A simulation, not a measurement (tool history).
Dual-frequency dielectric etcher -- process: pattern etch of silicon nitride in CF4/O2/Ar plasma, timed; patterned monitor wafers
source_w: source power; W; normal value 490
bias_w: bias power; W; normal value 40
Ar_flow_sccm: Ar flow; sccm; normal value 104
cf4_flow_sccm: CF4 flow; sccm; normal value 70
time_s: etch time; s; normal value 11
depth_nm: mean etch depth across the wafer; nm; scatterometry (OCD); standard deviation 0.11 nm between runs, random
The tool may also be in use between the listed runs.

run	hour	source_w	bias_w	Ar_flow_sccm	cf4_flow_sccm	time_s	wafers since the last listed run	hours since the last wet clean	hours since the last source power generator calibration	hours since the last bias power generator calibration	hours since the last Ar flow controller change	hours since the last CF4 flow controller change	hours since the last upper electrode change	hours since the gauge calibration	read-back reference wafer on the same gauge, depth_nm	depth_nm
1	0	490	40	104	70	11	0	437.6	3371.2	2331.8	5579.7	3693.1	1403.9	737.5	17.23	18.59
# hour 73.3: wet clean of the chamber
2	73.8	490	40	104	70	11	966	0.5	3445	2405.6	5653.5	3766.9	1477.7	811.3	17.18	17.84
3	145.5	490	40	104	70	11	1391	72.2	3516.7	2477.3	5725.2	3838.6	1549.4	883	17.2	17.96
4	187.1	490	40	104	70	11	807	113.8	3558.3	2518.9	5766.8	3880.2	1591	924.6	17.16	17.9
5	238.6	490	40	104	70	11	999	165.3	3609.8	2570.4	5818.3	3931.7	1642.5	976.1	17.2	18.06
6	343.9	490	40	104	70	11	2044	270.6	3715.1	2675.7	5923.6	4037	1747.8	1081.4	17.19	18.39
7	408.3	490	40	111	70	11	1250	335	3779.5	2740.1	5988	4101.4	1812.2	1145.8	17.21	18.22
8	452.8	490	40	111	70	11	863	379.5	3824	2784.6	6032.5	4145.9	1856.7	1190.3	17.22	18.22
# hour 506.5: bias power generator calibrated
9	553.9	490	40	111	70	11	1884	480.6	3925.1	47.4	6133.6	4247	1957.8	1291.4	17.18	18.55
# hour 580.2: wet clean of the chamber
10	612.5	490	40	104	70	11	671	32.3	3983.7	106	6192.2	4305.6	2016.4	1350	17.19	17.93
11	687.2	490	40	104	70	11	1450	107	4058.4	180.7	6266.9	4380.3	2091.1	1424.7	17.2	18.02
# hour 710.8: CF4 flow controller replaced
12	740.6	530	40	104	60	11	920	160.4	4111.8	234.1	6320.3	29.8	2144.5	1478.1	17.18	18.87
13	846.1	600	32	104	59	9	2047	265.9	4217.3	339.6	6425.8	135.3	2250	1583.6	17.25	15.44
# hour 887.3: upper electrode replaced, of another model than before
14	941.2	490	40	104	70	11	1380	361	4312.4	434.7	6520.9	230.4	53.9	1678.7	17.18	18.54
15	985.9	390	32	104	78	11	867	405.7	4357.1	479.4	6565.6	275.1	98.6	1723.4	17.21	14.15
# hour 1026: gauge calibrated
# hour 1035.9: wet clean of the chamber
# hour 1047.3: Ar flow controller replaced
# hour 1088.5: source power generator calibrated
16	1089.7	490	40	92	70	13.5	1354	53.8	1.2	583.2	42.4	378.9	202.4	63.7	17.23	21.81
17	1142.5	490	40	123	70	11	1024	106.6	54	636	95.2	431.7	255.2	116.5	17.2	17.15
18	1232.1	600	40	123	64	8.5	1739	196.2	143.6	725.6	184.8	521.3	344.8	206.1	17.13	14.57
19	1329.9	430	40	120	64	13	1898	294	241.4	823.4	282.6	619.1	442.6	303.9	17.2	19.72
# hour 1433.3: wet clean of the chamber
20	1433.8	490	40	104	70	11	1551	0.5	345.3	927.3	386.5	723	546.5	407.8	17.21	17.41
21	1515.2	540	40	104	60	11	1580	81.9	426.7	1008.7	467.9	804.4	627.9	489.2	17.21	18.2
22	1600.3	490	40	104	70	11	1651	167	511.8	1093.8	553	889.5	713	574.3	17.2	17.96

Branching from run 22: 3 alternative next runs. What would each branch give?
A	1600.7	490	40	104	70	11	7	167.4	512.2	1094.2	553.4	889.9	713.4	574.7	?	?
B	1600.7	490	34	104	70	11	7	167.4	512.2	1094.2	553.4	889.9	713.4	574.7	?	?
C	1600.7	490	40	90	70	11	7	167.4	512.2	1094.2	553.4	889.9	713.4	574.7	?	?

run	read-back reference wafer on the same gauge, depth_nm	depth_nm
A	17.16	17.93
B	17.16	15.72
C	17.16	18.3
Had the tool no hidden state, the same runs would have come out as:
run	depth_nm
A	17.66
B	15.48
C	18.02
